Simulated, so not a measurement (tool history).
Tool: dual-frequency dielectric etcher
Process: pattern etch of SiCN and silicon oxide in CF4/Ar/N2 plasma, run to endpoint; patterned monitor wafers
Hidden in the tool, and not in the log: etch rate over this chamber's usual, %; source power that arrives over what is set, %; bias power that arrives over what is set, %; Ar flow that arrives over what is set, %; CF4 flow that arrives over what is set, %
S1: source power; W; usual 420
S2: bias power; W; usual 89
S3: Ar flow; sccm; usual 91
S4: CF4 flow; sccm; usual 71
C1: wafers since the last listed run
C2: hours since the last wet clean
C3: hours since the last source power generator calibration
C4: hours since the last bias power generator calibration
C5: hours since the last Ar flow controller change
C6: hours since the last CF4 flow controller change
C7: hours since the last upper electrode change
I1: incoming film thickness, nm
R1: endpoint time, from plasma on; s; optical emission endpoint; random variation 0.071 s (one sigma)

run,hour,S1,S2,S3,S4,C1,C2,C3,C4,C5,C6,C7,I1,R1
1,0,450,89,91,71,0,433.8,2856.8,4196.7,4310.1,1471.7,3246.8,11.86,13.5
2,8.2,420,89,91,71,106,442,2865,4204.9,4318.3,1479.9,3255,11.67,13.9
3,19.8,420,89,91,71,150,453.6,2876.6,4216.5,4329.9,1491.5,3266.6,11.8,14.1
# hour 30.1: CF4 flow controller replaced
4,30.6,370,89,91,71,62,464.4,2887.4,4227.3,4340.7,0.5,3277.4,11.86,15.9
5,48.5,360,89,91,71,232,482.3,2905.3,4245.2,4358.6,18.4,3295.3,11.8,16.3
6,63.1,420,73,109,71,190,496.9,2919.9,4259.8,4373.2,33,3309.9,11.76,15.5
# hour 78.7: Ar flow controller replaced
7,79.2,420,89,91,71,131,513,2936,4275.9,0.5,49.1,3326,11.83,14.2
8,84.8,520,97,78,57,72,518.6,2941.6,4281.5,6.1,54.7,3331.6,11.91,11.5
# hour 98.3: bias power generator calibrated
# hour 110.7: wet clean of the chamber
9,111.2,450,102,91,71,128,0.5,2968,12.9,32.5,81.1,3358,11.84,12.4
10,111.6,420,89,91,71,5,0.9,2968.4,13.3,32.9,81.5,3358.4,11.78,13.6
11,122.3,420,89,91,71,139,11.6,2979.1,24,43.6,92.2,3369.1,11.76,13.5
# hour 144.5: source power generator calibrated
# hour 152.6: upper electrode replaced, of another model than before
12,153.1,420,89,91,71,243,42.4,8.6,54.8,74.4,123,0.5,11.81,13.8
13,153.4,420,89,91,71,3,42.7,8.9,55.1,74.7,123.3,0.8,11.9,13.7
14,162.2,390,89,81,84,114,51.5,17.7,63.9,83.5,132.1,9.6,11.84,13.6
15,176.1,420,89,82,71,180,65.4,31.6,77.8,97.4,146,23.5,11.79,13.5
16,185.2,420,68,91,77,118,74.5,40.7,86.9,106.5,155.1,32.6,11.7,14
17,192.2,420,89,91,71,91,81.5,47.7,93.9,113.5,162.1,39.6,11.8,13.7
18,200.6,420,89,91,71,109,89.9,56.1,102.3,121.9,170.5,48,11.79,13.6
19,207.7,420,89,82,71,92,97,63.2,109.4,129,177.6,55.1,11.82,13.5
20,246.7,420,89,91,61,507,136,102.2,148.4,168,216.6,94.1,11.69,13.9
21,277.9,320,89,100,71,406,167.2,133.4,179.6,199.2,247.8,125.3,11.81,16.2
22,295.1,420,89,91,71,223,184.4,150.6,196.8,216.4,265,142.5,11.78,13.8
23,312.2,420,79,73,71,222,201.5,167.7,213.9,233.5,282.1,159.6,11.85,13.4
24,321.8,500,107,108,59,124,211.1,177.3,223.5,243.1,291.7,169.2,11.71,12.7
25,338.2,420,106,76,55,213,227.5,193.7,239.9,259.5,308.1,185.6,11.84,13.3

Hidden state or all else? Some run-to-run changes of R1, split into what the settings, what came in and random variation would give without the hidden state, and what is left for the hidden state (with any gauge scatter that isn't in both results):
Run 3 -> 4: S1 420 -> 370, CF4 flow controller replaced. R1 +1.8 s: hidden state +0.1, all else +1.7.
Run 7 -> 8: S1 420 -> 520, S2 89 -> 97, S3 91 -> 78, S4 71 -> 57. R1 -2.7 s: hidden state +0, all else -2.7.
Run 8 -> 9: S1 520 -> 450, S2 97 -> 102, S3 78 -> 91, S4 57 -> 71, bias power generator calibrated, wet clean of the chamber. R1 +0.9 s: hidden state -0.5, all else +1.4.
Run 21 -> 22: S1 320 -> 420, S3 100 -> 91. R1 -2.4 s: hidden state -0.1, all else -2.3.

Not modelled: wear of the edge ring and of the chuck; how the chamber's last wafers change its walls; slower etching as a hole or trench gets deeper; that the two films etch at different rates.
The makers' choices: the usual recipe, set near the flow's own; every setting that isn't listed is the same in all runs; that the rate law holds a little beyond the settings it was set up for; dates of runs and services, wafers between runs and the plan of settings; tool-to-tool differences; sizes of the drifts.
